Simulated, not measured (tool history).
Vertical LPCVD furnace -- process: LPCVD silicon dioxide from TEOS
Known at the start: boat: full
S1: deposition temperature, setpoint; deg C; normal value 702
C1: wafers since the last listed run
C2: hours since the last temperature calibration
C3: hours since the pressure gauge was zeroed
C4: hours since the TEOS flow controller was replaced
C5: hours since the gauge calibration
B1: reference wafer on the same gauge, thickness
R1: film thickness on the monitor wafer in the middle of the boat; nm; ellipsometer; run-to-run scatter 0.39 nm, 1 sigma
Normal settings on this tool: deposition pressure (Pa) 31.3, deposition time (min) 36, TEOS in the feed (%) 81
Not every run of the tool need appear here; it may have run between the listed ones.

Run 1, hour 0: usual settings but S1 709 deg C, deposition time (min) 29.5; C1 0; C2 3972.6; C3 2725.1; C4 3769.7; C5 14.7; B1 277.1. Result: R1 278.08 nm.
Run 2, hour 6.8: usual settings but S1 709 deg C, deposition time (min) 29.5; C1 152; C2 3979.4; C3 2731.9; C4 3776.5; C5 21.5; B1 277.28. Result: R1 277.86 nm.
Run 3, hour 14.8: usual settings; C1 179; C2 3987.4; C3 2739.9; C4 3784.5; C5 29.5; B1 276.98. Result: R1 289.1 nm.
Run 4, hour 25.3: usual settings; C1 235; C2 3997.9; C3 2750.4; C4 3795; C5 40; B1 276.83. Result: R1 288.81 nm.
Run 5, hour 38.3: usual settings; C1 291; C2 4010.9; C3 2763.4; C4 3808; C5 53; B1 276.94. Result: R1 289.72 nm.
Run 6, hour 50.5: usual settings but deposition pressure (Pa) 36; C1 273; C2 4023.1; C3 2775.6; C4 3820.2; C5 65.2; B1 277.08. Result: R1 310.75 nm.
Run 7, hour 56.8: usual settings but deposition pressure (Pa) 36; C1 141; C2 4029.4; C3 2781.9; C4 3826.5; C5 71.5; B1 277.13. Result: R1 311.17 nm.
Run 8, hour 66: usual settings but deposition pressure (Pa) 36; C1 206; C2 4038.6; C3 2791.1; C4 3835.7; C5 80.7; B1 276.96. Result: R1 311.1 nm.
Run 9, hour 78: usual settings; C1 269; C2 4050.6; C3 2803.1; C4 3847.7; C5 92.7; B1 276.93. Result: R1 290.41 nm.
Run 10, hour 86.8: usual settings; C1 197; C2 4059.4; C3 2811.9; C4 3856.5; C5 101.5; B1 277.22. Result: R1 290.85 nm.
Run 11, hour 103.3: usual settings; C1 370; C2 4075.9; C3 2828.4; C4 3873; C5 118; B1 277.1. Result: R1 291.24 nm.
Run 12, hour 113.2: usual settings but deposition pressure (Pa) 33.3; C1 222; C2 4085.8; C3 2838.3; C4 3882.9; C5 127.9; B1 276.92. Result: R1 299.46 nm.
At hour 138.2: TEOS flow controller replaced.
Run 13, hour 138.7: usual settings but S1 711 deg C, deposition pressure (Pa) 39.3, deposition time (min) 48; C1 33; C2 4111.3; C3 2863.8; C4 0.5; C5 153.4; B1 277.08. Result: R1 534.05 nm.
Run 14, hour 142.6: usual settings but S1 692 deg C, deposition pressure (Pa) 24, deposition time (min) 30, TEOS in the feed (%) 95; C1 87; C2 4115.2; C3 2867.7; C4 4.4; C5 157.3; B1 276.87. Result: R1 182.15 nm.

Forecast run 15:
Run 15, hour 155.1: usual settings; C1 280; C2 4127.7; C3 2880.2; C4 16.9; C5 169.8; B1 ?. Result: R1 ?.

Run 15 yielded B1 277.19, R1 291.15 nm.
With the hidden condition absent and the run-to-run variation left alone, this run would have shown R1 261.51 nm.
